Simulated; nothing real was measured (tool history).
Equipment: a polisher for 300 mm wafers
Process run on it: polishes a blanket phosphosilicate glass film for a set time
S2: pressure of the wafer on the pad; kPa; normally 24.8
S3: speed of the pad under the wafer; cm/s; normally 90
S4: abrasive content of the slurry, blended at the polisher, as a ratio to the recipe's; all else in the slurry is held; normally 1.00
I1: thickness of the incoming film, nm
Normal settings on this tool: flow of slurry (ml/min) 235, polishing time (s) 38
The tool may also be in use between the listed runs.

{"run": 1, "day": 0.0, "flow of slurry (ml/min)": 235, "S2": 24.8, "S3": 90, "S4": 1.0, "polishing time (s)": 38, "I1": 2336.7, "film removed (Å)": 3633}
{"day": 0.542, "done": "slurry nozzle cleaned"}
{"run": 2, "day": 0.679, "flow of slurry (ml/min)": 235, "S2": 24.8, "S3": 90, "S4": 1.0, "polishing time (s)": 38, "I1": 2300.7, "film removed (Å)": 3585}
{"day": 1.246, "done": "worn pad replaced by a new one"}
{"run": 3, "day": 1.308, "flow of slurry (ml/min)": 235, "S2": 24.8, "S3": 90, "S4": 1.0, "polishing time (s)": 38, "I1": 2321.3, "film removed (Å)": 3740}
{"run": 4, "day": 1.988, "flow of slurry (ml/min)": 235, "S2": 24.8, "S3": 90, "S4": 1.0, "polishing time (s)": 38, "I1": 2337.4, "film removed (Å)": 3666}
{"run": 5, "day": 2.554, "flow of slurry (ml/min)": 235, "S2": 24.8, "S3": 90, "S4": 0.8, "polishing time (s)": 43, "I1": 2353.7, "film removed (Å)": 3939}
{"run": 6, "day": 3.654, "flow of slurry (ml/min)": 235, "S2": 24.8, "S3": 90, "S4": 0.8, "polishing time (s)": 43, "I1": 2325.8, "film removed (Å)": 3849}
{"run": 7, "day": 5.05, "flow of slurry (ml/min)": 235, "S2": 24.8, "S3": 90, "S4": 0.8, "polishing time (s)": 43, "I1": 2316.5, "film removed (Å)": 3682}
{"day": 5.508, "done": "slurry blender recalibrated"}
{"day": 5.692, "done": "conditioning disc replaced and pad reconditioned"}
{"day": 5.925, "done": "worn pad replaced by a new one"}
{"run": 8, "day": 6.212, "flow of slurry (ml/min)": 235, "S2": 24.8, "S3": 90, "S4": 1.0, "polishing time (s)": 38, "I1": 2335.3, "film removed (Å)": 3719}
{"run": 9, "day": 7.354, "flow of slurry (ml/min)": 235, "S2": 24.8, "S3": 90, "S4": 1.0, "polishing time (s)": 38, "I1": 2369.5, "film removed (Å)": 3735}
{"run": 10, "day": 8.217, "flow of slurry (ml/min)": 235, "S2": 24.8, "S3": 90, "S4": 1.0, "polishing time (s)": 38, "I1": 2342.4, "film removed (Å)": 3675}
{"run": 11, "day": 9.65, "flow of slurry (ml/min)": 235, "S2": 19.3, "S3": 90, "S4": 1.0, "polishing time (s)": 38, "I1": 2292.2, "film removed (Å)": 2836}
{"day": 10.346, "done": "worn pad replaced by a new one"}
{"run": 12, "day": 10.579, "flow of slurry (ml/min)": 165, "S2": 24.8, "S3": 90, "S4": 1.0, "polishing time (s)": 38, "I1": 2300.8, "film removed (Å)": 3497}
{"run": 13, "day": 11.108, "flow of slurry (ml/min)": 315, "S2": 24.8, "S3": 90, "S4": 1.0, "polishing time (s)": 38, "I1": 2340.1, "film removed (Å)": 3750}
{"run": 14, "day": 11.842, "flow of slurry (ml/min)": 235, "S2": 24.8, "S3": 90, "S4": 1.0, "polishing time (s)": 38, "I1": 2328.5, "film removed (Å)": 3561}
{"day": 12.0, "done": "conditioning disc replaced and pad reconditioned"}
{"run": 15, "day": 12.342, "flow of slurry (ml/min)": 305, "S2": 32.4, "S3": 116, "S4": 1.0, "polishing time (s)": 38, "I1": 2352.2, "film removed (Å)": 5519}
{"run": 16, "day": 13.575, "flow of slurry (ml/min)": 185, "S2": 24.8, "S3": 104, "S4": 1.0, "polishing time (s)": 29, "I1": 2380.5, "film removed (Å)": 2829}
{"day": 14.021, "done": "slurry blender recalibrated"}
{"day": 14.221, "done": "head pressure recalibrated"}
{"day": 14.517, "done": "worn pad replaced by a new one"}
{"run": 17, "day": 14.596, "flow of slurry (ml/min)": 235, "S2": 28.3, "S3": 90, "S4": 1.0, "polishing time (s)": 38, "I1": 2362.0, "film removed (Å)": 4186}
{"run": 18, "day": 15.321, "flow of slurry (ml/min)": 235, "S2": 24.8, "S3": 90, "S4": 1.0, "polishing time (s)": 38, "I1": 2319.4, "film removed (Å)": 3719}
{"day": 16.062, "done": "slurry nozzle cleaned"}
{"run": 19, "day": 16.138, "flow of slurry (ml/min)": 205, "S2": 27.6, "S3": 90, "S4": 0.8, "polishing time (s)": 42, "I1": 2301.5, "film removed (Å)": 4135}
{"run": 20, "day": 17.038, "flow of slurry (ml/min)": 235, "S2": 24.8, "S3": 90, "S4": 1.0, "polishing time (s)": 38, "I1": 2331.1, "film removed (Å)": 3611}
{"run": 21, "day": 17.775, "flow of slurry (ml/min)": 300, "S2": 21.4, "S3": 90, "S4": 1.15, "polishing time (s)": 34, "I1": 2295.2, "film removed (Å)": 3009}
{"day": 18.288, "done": "conditioning disc replaced and pad reconditioned"}
{"day": 18.638, "done": "worn pad replaced by a new one"}
{"run": 22, "day": 18.721, "flow of slurry (ml/min)": 235, "S2": 30.3, "S3": 90, "S4": 1.0, "polishing time (s)": 47, "I1": 2361.1, "film removed (Å)": 5383}
{"run": 23, "day": 20.938, "flow of slurry (ml/min)": 235, "S2": 24.8, "S3": 68, "S4": 0.85, "polishing time (s)": 38, "I1": 2303.0, "film removed (Å)": 2654}
{"run": 24, "day": 21.571, "flow of slurry (ml/min)": 235, "S2": 24.8, "S3": 90, "S4": 1.0, "polishing time (s)": 33, "I1": 2311.2, "film removed (Å)": 2998}

Results per run with the tool's hidden condition removed, run-to-run variation unchanged:
Hidden state at play: removal rate lost through wear of the pad, %; slurry flow missing at the pad, %; deviation of the head's pressure from its setpoint, %; abrasive missing from the slurry, %; time polished since the conditioner stopped cutting, s.
run=1 film_removed_(Å)=3786
run=2 film_removed_(Å)=3772
run=3 film_removed_(Å)=3795
run=4 film_removed_(Å)=3762
run=5 film_removed_(Å)=4088
run=6 film_removed_(Å)=4085
run=7 film_removed_(Å)=4039
run=8 film_removed_(Å)=3769
run=9 film_removed_(Å)=3841
run=10 film_removed_(Å)=3829
run=11 film_removed_(Å)=3030
run=12 film_removed_(Å)=3612
run=13 film_removed_(Å)=3919
run=14 film_removed_(Å)=3785
run=15 film_removed_(Å)=5942
run=16 film_removed_(Å)=3153
run=17 film_removed_(Å)=4226
run=18 film_removed_(Å)=3788
run=19 film_removed_(Å)=4262
run=20 film_removed_(Å)=3772
run=21 film_removed_(Å)=3181
run=22 film_removed_(Å)=5575
run=23 film_removed_(Å)=2902
run=24 film_removed_(Å)=3326
